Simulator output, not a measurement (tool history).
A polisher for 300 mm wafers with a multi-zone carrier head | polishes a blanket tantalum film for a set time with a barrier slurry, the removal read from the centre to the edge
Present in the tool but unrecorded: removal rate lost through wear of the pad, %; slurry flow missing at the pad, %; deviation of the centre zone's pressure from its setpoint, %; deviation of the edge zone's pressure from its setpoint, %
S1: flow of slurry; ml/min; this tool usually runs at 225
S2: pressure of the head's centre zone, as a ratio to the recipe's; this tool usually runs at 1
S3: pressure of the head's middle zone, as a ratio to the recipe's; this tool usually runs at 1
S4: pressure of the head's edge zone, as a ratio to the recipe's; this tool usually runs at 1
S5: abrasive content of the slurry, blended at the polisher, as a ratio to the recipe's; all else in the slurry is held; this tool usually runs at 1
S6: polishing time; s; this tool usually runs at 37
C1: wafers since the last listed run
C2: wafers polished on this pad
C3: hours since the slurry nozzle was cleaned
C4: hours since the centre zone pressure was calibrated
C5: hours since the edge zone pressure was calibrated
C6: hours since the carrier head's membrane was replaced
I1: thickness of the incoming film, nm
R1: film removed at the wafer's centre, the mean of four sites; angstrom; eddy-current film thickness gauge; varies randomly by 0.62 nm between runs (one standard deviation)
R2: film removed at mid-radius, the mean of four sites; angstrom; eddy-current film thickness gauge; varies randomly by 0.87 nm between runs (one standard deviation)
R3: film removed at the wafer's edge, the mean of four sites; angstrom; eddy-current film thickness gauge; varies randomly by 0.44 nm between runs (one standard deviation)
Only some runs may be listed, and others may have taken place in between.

| run | hour | S1 | S2 | S3 | S4 | S5 | S6 | C1 | C2 | C3 | C4 | C5 | C6 | I1 | R1 | R2 | R3 |
|---|---|---|---|---|---|---|---|---|---|---|---|---|---|---|---|---|---|
| 1 | 0 | 225 | 1 | 1.06 | 1 | 1 | 37 | 0 | 589 | 358.4 | 235.8 | 470.7 | 388.3 | 458.5 | 553 | 584 | 563 |
| 2 | 12.7 | 225 | 1 | 1.06 | 1 | 1 | 37 | 104 | 693 | 371.1 | 248.5 | 483.4 | 401 | 452 | 550 | 586 | 568 |
| 3 | 33.2 | 225 | 1 | 1 | 1 | 1 | 37 | 169 | 863 | 391.6 | 269 | 503.9 | 421.5 | 444.9 | 534 | 554 | 545 |
|  | 64.5 | worn pad replaced by a new one |
| 4 | 65 | 225 | 1 | 1 | 1 | 1 | 37 | 229 | 4 | 423.4 | 300.8 | 535.7 | 453.3 | 451.7 | 569 | 577 | 584 |
| 5 | 84.2 | 225 | 1 | 1 | 1 | 0.8 | 37 | 158 | 162 | 442.6 | 320 | 554.9 | 472.5 | 450.3 | 532 | 542 | 552 |
| 6 | 96.5 | 225 | 1 | 1 | 1 | 1 | 37 | 101 | 264 | 454.9 | 332.3 | 567.2 | 484.8 | 451.5 | 546 | 568 | 575 |
| 7 | 111.6 | 225 | 1 | 1 | 1 | 1 | 37 | 124 | 388 | 470 | 347.4 | 582.3 | 499.9 | 446.5 | 547 | 564 | 565 |
| 8 | 132.1 | 225 | 1 | 1 | 1 | 1 | 40 | 169 | 558 | 490.5 | 367.9 | 602.8 | 520.4 | 455.4 | 576 | 587 | 604 |
|  | 134.9 | slurry nozzle cleaned |
| 9 | 165.3 | 200 | 1.05 | 1 | 1 | 1 | 28 | 265 | 823 | 30.4 | 401.1 | 636 | 553.6 | 457.5 | 445 | 433 | 431 |
| 10 | 180.7 | 225 | 1 | 1 | 1 | 1 | 37 | 127 | 951 | 45.8 | 416.5 | 651.4 | 569 | 449 | 554 | 562 | 554 |
|  | 188.3 | edge zone pressure recalibrated |
|  | 194.8 | centre zone pressure recalibrated |
|  | 200.4 | carrier head's membrane replaced by a new one |
|  | 214 | worn pad replaced by a new one |
| 11 | 214.5 | 175 | 1 | 1.12 | 1 | 0.8 | 37 | 171 | 4 | 79.6 | 19.7 | 26.2 | 14.1 | 450.9 | 541 | 603 | 569 |
| 12 | 249.3 | 150 | 0.92 | 0.96 | 1 | 1 | 32 | 287 | 291 | 114.4 | 54.5 | 61 | 48.9 | 447.2 | 433 | 482 | 497 |
| 13 | 281.1 | 225 | 1 | 1 | 1 | 1 | 28 | 262 | 554 | 146.2 | 86.3 | 92.8 | 80.7 | 452.4 | 438 | 446 | 448 |
| 14 | 312.1 | 225 | 1 | 1 | 1 | 1 | 37 | 255 | 810 | 177.2 | 117.3 | 123.8 | 111.7 | 449.3 | 553 | 566 | 568 |
| 15 | 341.3 | 225 | 1 | 1 | 1 | 1 | 37 | 241 | 1051 | 206.4 | 146.5 | 153 | 140.9 | 442 | 524 | 530 | 546 |
| 16 | 354.5 | 225 | 1 | 1.05 | 0.93 | 1 | 37 | 108 | 1160 | 219.6 | 159.7 | 166.2 | 154.1 | 451.1 | 525 | 563 | 509 |
|  | 374.3 | worn pad replaced by a new one |
| 17 | 438.1 | 225 | 0.93 | 1 | 1 | 1 | 37 | 657 | 526 | 303.2 | 243.3 | 249.8 | 237.7 | 449.2 | 534 | 581 | 579 |

Branching from run 17: 4 alternative next runs. What would each branch give?
| A | 438.5 | 225 | 1 | 0.94 | 1 | 1 | 37 | 3 | 530 | 303.6 | 243.7 | 250.2 | 238.1 | 456 | ? | ? | ? |
| B | 438.5 | 225 | 1 | 1.07 | 1 | 1.1 | 37 | 3 | 530 | 303.6 | 243.7 | 250.2 | 238.1 | 456 | ? | ? | ? |
| C | 438.5 | 225 | 1 | 1.07 | 1.1 | 1 | 37 | 3 | 530 | 303.6 | 243.7 | 250.2 | 238.1 | 456 | ? | ? | ? |
| D | 438.5 | 225 | 1 | 1.1 | 1 | 1.3 | 37 | 3 | 530 | 303.6 | 243.7 | 250.2 | 238.1 | 456 | ? | ? | ? |

| run | R1 | R2 | R3 |
|---|---|---|---|
| A | 571 | 556 | 581 |
| B | 585 | 635 | 594 |
| C | 571 | 621 | 608 |
| D | 608 | 676 | 617 |
With no hidden state in the tool, these same runs would have given:
| run | R1 | R2 | R3 |
|---|---|---|---|
| A | 616 | 597 | 617 |
| B | 631 | 682 | 631 |
| C | 617 | 666 | 646 |
| D | 656 | 726 | 655 |

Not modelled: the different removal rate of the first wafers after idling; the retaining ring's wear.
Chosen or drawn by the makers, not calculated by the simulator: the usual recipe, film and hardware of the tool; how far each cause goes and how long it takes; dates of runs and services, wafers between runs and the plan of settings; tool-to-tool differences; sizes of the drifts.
